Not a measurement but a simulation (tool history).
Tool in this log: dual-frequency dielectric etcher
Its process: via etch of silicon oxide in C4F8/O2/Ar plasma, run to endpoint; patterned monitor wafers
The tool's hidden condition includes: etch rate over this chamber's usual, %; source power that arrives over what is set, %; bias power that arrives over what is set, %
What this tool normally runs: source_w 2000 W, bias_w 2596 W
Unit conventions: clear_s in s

| run | hour | source_w | bias_w | wafers since the last listed run | hours since the last wet clean | hours since the last source power generator calibration | hours since the last bias power generator calibration | hours since the last upper electrode change | incoming incoming film thickness, nm | clear_s |
|---|---|---|---|---|---|---|---|---|---|---|
| 1 | 0.0 | 2000 | 2596 | 0 | 157.0 | 3231.5 | 1735.2 | 3098.0 | 2103.1 | 370.4 |
| 2 | 43.7 | 2000 | 2596 | 288 | 200.7 | 3275.2 | 1778.9 | 3141.7 | 2107.1 | 371.9 |
| 3 | 86.1 | 2000 | 2596 | 280 | 243.1 | 3317.6 | 1821.3 | 3184.1 | 2105.0 | 374.6 |
| 4 | 111.4 | 2000 | 2596 | 167 | 268.4 | 3342.9 | 1846.6 | 3209.4 | 2093.9 | 369.2 |
| 5 | 172.2 | 2000 | 2596 | 401 | 329.2 | 3403.7 | 1907.4 | 3270.2 | 2107.2 | 375.0 |
| 6 | 243.2 | 2000 | 2596 | 468 | 400.2 | 3474.7 | 1978.4 | 3341.2 | 2080.4 | 367.9 |
| 7 | 273.5 | 2000 | 2596 | 200 | 430.5 | 3505.0 | 2008.7 | 3371.5 | 2093.5 | 373.8 |
| 8 | 345.5 | 2000 | 2596 | 475 | 502.5 | 3577.0 | 2080.7 | 3443.5 | 2104.9 | 379.9 |
|  | 406.2 | wet clean of the chamber |
| 9 | 406.7 | 2000 | 2596 | 245 | 0.5 | 3638.2 | 2141.9 | 3504.7 | 2091.6 | 383.8 |
| 10 | 430.3 | 2000 | 2596 | 155 | 24.1 | 3661.8 | 2165.5 | 3528.3 | 2104.8 | 390.5 |
| 11 | 493.6 | 2000 | 2596 | 418 | 87.4 | 3725.1 | 2228.8 | 3591.6 | 2091.4 | 386.0 |
| 12 | 551.5 | 2190 | 2596 | 382 | 145.3 | 3783.0 | 2286.7 | 3649.5 | 2101.7 | 378.0 |
| 13 | 587.4 | 2190 | 2596 | 237 | 181.2 | 3818.9 | 2322.6 | 3685.4 | 2080.4 | 377.2 |
| 14 | 644.7 | 2190 | 2596 | 378 | 238.5 | 3876.2 | 2379.9 | 3742.7 | 2112.4 | 380.1 |
| 15 | 716.7 | 2000 | 2596 | 475 | 310.5 | 3948.2 | 2451.9 | 3814.7 | 2093.4 | 393.5 |
|  | 749.1 | wet clean of the chamber, repeated, since the last time left the tool worse |
| 16 | 785.3 | 2000 | 2413 | 294 | 36.2 | 4016.8 | 2520.5 | 3883.3 | 2119.5 | 376.0 |
| 17 | 817.1 | 2000 | 2596 | 210 | 68.0 | 4048.6 | 2552.3 | 3915.1 | 2090.8 | 364.4 |
| 18 | 937.2 | 2000 | 2329 | 793 | 188.1 | 4168.7 | 2672.4 | 4035.2 | 2090.7 | 376.4 |
| 19 | 979.3 | 2390 | 3162 | 278 | 230.2 | 4210.8 | 2714.5 | 4077.3 | 2088.5 | 332.6 |
|  | 1036.0 | upper electrode replaced |
| 20 | 1048.3 | 2000 | 2596 | 297 | 299.2 | 4279.8 | 2783.5 | 12.3 | 2097.6 | 372.4 |
| 21 | 1089.5 | 2000 | 2596 | 272 | 340.4 | 4321.0 | 2824.7 | 53.5 | 2100.6 | 369.7 |
|  | 1102.8 | bias power generator calibrated |
| 22 | 1123.0 | 2000 | 1997 | 194 | 373.9 | 4354.5 | 20.2 | 87.0 | 2090.0 | 395.4 |
| 23 | 1173.5 | 2130 | 2140 | 333 | 424.4 | 4405.0 | 70.7 | 137.5 | 2107.4 | 383.2 |
| 24 | 1224.0 | 1600 | 2596 | 333 | 474.9 | 4455.5 | 121.2 | 188.0 | 2113.8 | 405.6 |
| 25 | 1266.0 | 2440 | 2914 | 277 | 516.9 | 4497.5 | 163.2 | 230.0 | 2100.9 | 344.5 |
| 26 | 1307.2 | 1760 | 2352 | 272 | 558.1 | 4538.7 | 204.4 | 271.2 | 2094.0 | 400.4 |
|  | 1333.1 | wet clean of the chamber |
| 27 | 1375.1 | 2000 | 2596 | 289 | 42.0 | 4606.6 | 272.3 | 339.1 | 2087.5 | 367.8 |
| 28 | 1417.8 | 2000 | 2596 | 282 | 84.7 | 4649.3 | 315.0 | 381.8 | 2107.7 | 370.8 |
|  | 1437.9 | source power generator calibrated |
| 29 | 1488.7 | 2300 | 2252 | 441 | 155.6 | 50.8 | 385.9 | 452.7 | 2080.9 | 359.4 |
| 30 | 1527.6 | 1630 | 3077 | 256 | 194.5 | 89.7 | 424.8 | 491.6 | 2098.7 | 381.3 |
| 31 | 1665.2 | 2000 | 2596 | 908 | 332.1 | 227.3 | 562.4 | 629.2 | 2098.4 | 372.5 |
| 32 | 1724.7 | 2490 | 2596 | 393 | 391.6 | 286.8 | 621.9 | 688.7 | 2089.1 | 345.1 |
| 33 | 1794.0 | 2000 | 2596 | 457 | 460.9 | 356.1 | 691.2 | 758.0 | 2097.0 | 378.3 |
| 34 | 1828.5 | 2000 | 2596 | 227 | 495.4 | 390.6 | 725.7 | 792.5 | 2108.1 | 374.2 |

What would each run have given without the hidden state, its run-to-run variation left as it was?
| run | clear_s |
|---|---|
| 1 | 367.4 |
| 2 | 368.1 |
| 3 | 369.9 |
| 4 | 364.1 |
| 5 | 368.7 |
| 6 | 360.4 |
| 7 | 365.6 |
| 8 | 370.2 |
| 9 | 363.8 |
| 10 | 369.7 |
| 11 | 364.2 |
| 12 | 355.5 |
| 13 | 354.2 |
| 14 | 355.8 |
| 15 | 366.9 |
| 16 | 374.9 |
| 17 | 362.7 |
| 18 | 372.4 |
| 19 | 328.3 |
| 20 | 366.3 |
| 21 | 363.0 |
| 22 | 387.5 |
| 23 | 374.6 |
| 24 | 395.4 |
| 25 | 335.2 |
| 26 | 388.7 |
| 27 | 367.0 |
| 28 | 369.3 |
| 29 | 356.6 |
| 30 | 377.6 |
| 31 | 366.4 |
| 32 | 338.4 |
| 33 | 369.7 |
| 34 | 365.0 |
